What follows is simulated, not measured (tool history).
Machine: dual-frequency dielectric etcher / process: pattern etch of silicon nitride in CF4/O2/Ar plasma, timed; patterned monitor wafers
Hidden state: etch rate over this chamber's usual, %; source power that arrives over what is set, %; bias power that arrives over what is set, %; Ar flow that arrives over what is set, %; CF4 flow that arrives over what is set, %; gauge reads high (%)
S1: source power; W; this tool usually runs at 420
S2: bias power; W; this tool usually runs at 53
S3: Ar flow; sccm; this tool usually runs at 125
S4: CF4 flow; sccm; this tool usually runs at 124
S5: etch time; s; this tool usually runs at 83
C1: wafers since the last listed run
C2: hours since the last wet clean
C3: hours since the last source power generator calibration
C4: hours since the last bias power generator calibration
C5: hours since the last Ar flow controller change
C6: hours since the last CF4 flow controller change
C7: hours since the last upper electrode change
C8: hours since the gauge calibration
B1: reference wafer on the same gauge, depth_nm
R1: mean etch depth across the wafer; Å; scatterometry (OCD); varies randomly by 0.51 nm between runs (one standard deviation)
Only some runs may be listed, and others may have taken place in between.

| run | hour | S1 | S2 | S3 | S4 | S5 | C1 | C2 | C3 | C4 | C5 | C6 | C7 | C8 | B1 | R1 |
|---|---|---|---|---|---|---|---|---|---|---|---|---|---|---|---|---|
| 1 | 0 | 420 | 53 | 142 | 124 | 83 | 0 | 438.9 | 1505.3 | 2297.5 | 4791 | 6390 | 5111.4 | 32.1 | 130 | 1216 |
| 2 | 12.2 | 420 | 53 | 125 | 124 | 65.5 | 85 | 451.1 | 1517.5 | 2309.7 | 4803.2 | 6402.2 | 5123.6 | 44.3 | 129.9 | 971 |
| 3 | 23.3 | 420 | 53 | 125 | 124 | 65.5 | 77 | 462.2 | 1528.6 | 2320.8 | 4814.3 | 6413.3 | 5134.7 | 55.4 | 129.9 | 961 |
| 4 | 36.2 | 420 | 53 | 125 | 124 | 65.5 | 90 | 475.1 | 1541.5 | 2333.7 | 4827.2 | 6426.2 | 5147.6 | 68.3 | 129.9 | 976 |
|  | 52.8 | gauge calibrated |
|  | 65.4 | wet clean of the chamber |
|  | 68.9 | Ar flow controller replaced |
| 5 | 69.4 | 420 | 53 | 125 | 124 | 83 | 39 | 4 | 1574.7 | 2366.9 | 0.5 | 6459.4 | 5180.8 | 16.6 | 129.9 | 1290 |
| 6 | 69.7 | 420 | 53 | 125 | 124 | 83 | 2 | 4.3 | 1575 | 2367.2 | 0.8 | 6459.7 | 5181.1 | 16.9 | 130.1 | 1283 |
| 7 | 70.1 | 420 | 53 | 125 | 124 | 83 | 2 | 4.7 | 1575.4 | 2367.6 | 1.2 | 6460.1 | 5181.5 | 17.3 | 130.2 | 1282 |
|  | 77.4 | CF4 flow controller replaced |
| 8 | 77.9 | 420 | 45 | 125 | 124 | 83 | 12 | 12.5 | 1583.2 | 2375.4 | 9 | 0.5 | 5189.3 | 25.1 | 129.9 | 1211 |
| 9 | 91.8 | 390 | 43 | 125 | 124 | 83 | 97 | 26.4 | 1597.1 | 2389.3 | 22.9 | 14.4 | 5203.2 | 39 | 130 | 1122 |
|  | 97.8 | bias power generator calibrated |
|  | 123.7 | upper electrode replaced |
|  | 126.5 | source power generator calibrated |
| 10 | 127 | 420 | 53 | 125 | 146 | 99 | 30 | 61.6 | 0.5 | 29.2 | 58.1 | 49.6 | 3.3 | 74.2 | 130.3 | 1553 |
| 11 | 127.3 | 420 | 66 | 125 | 124 | 83 | 2 | 61.9 | 0.8 | 29.5 | 58.4 | 49.9 | 3.6 | 74.5 | 129.9 | 1383 |
| 12 | 127.7 | 420 | 53 | 125 | 124 | 83 | 2 | 62.3 | 1.2 | 29.9 | 58.8 | 50.3 | 4 | 74.9 | 130 | 1276 |
|  | 140.1 | gauge calibrated |
| 13 | 141.1 | 380 | 53 | 144 | 124 | 83 | 93 | 75.7 | 14.6 | 43.3 | 72.2 | 63.7 | 17.4 | 1 | 130 | 1153 |
| 14 | 151 | 420 | 53 | 125 | 124 | 90.5 | 69 | 85.6 | 24.5 | 53.2 | 82.1 | 73.6 | 27.3 | 10.9 | 129.9 | 1383 |
| 15 | 163.6 | 380 | 53 | 125 | 106 | 83 | 88 | 98.2 | 37.1 | 65.8 | 94.7 | 86.2 | 39.9 | 23.5 | 130.2 | 1119 |

What the log doesn't show, run by run:
source power that arrives over what is set, %: 0 on each run
bias power that arrives over what is set, %: 0 on each run
Ar flow that arrives over what is set, %: 0 on each run
CF4 flow that arrives over what is set, %: 0 on each run
gauge reads high (%): 0 on each run
H1: etch rate over this chamber's usual, %
| run | H1 |
|---|---|
| 1 | -4.69 |
| 2 | -4.84 |
| 3 | -4.97 |
| 4 | -5.12 |
| 5 | -0.511 |
| 6 | -0.515 |
| 7 | -0.52 |
| 8 | -0.612 |
| 9 | -0.776 |
| 10 | -1.19 |
| 11 | -1.19 |
| 12 | -1.2 |
| 13 | -1.36 |
| 14 | -1.47 |
| 15 | -1.62 |
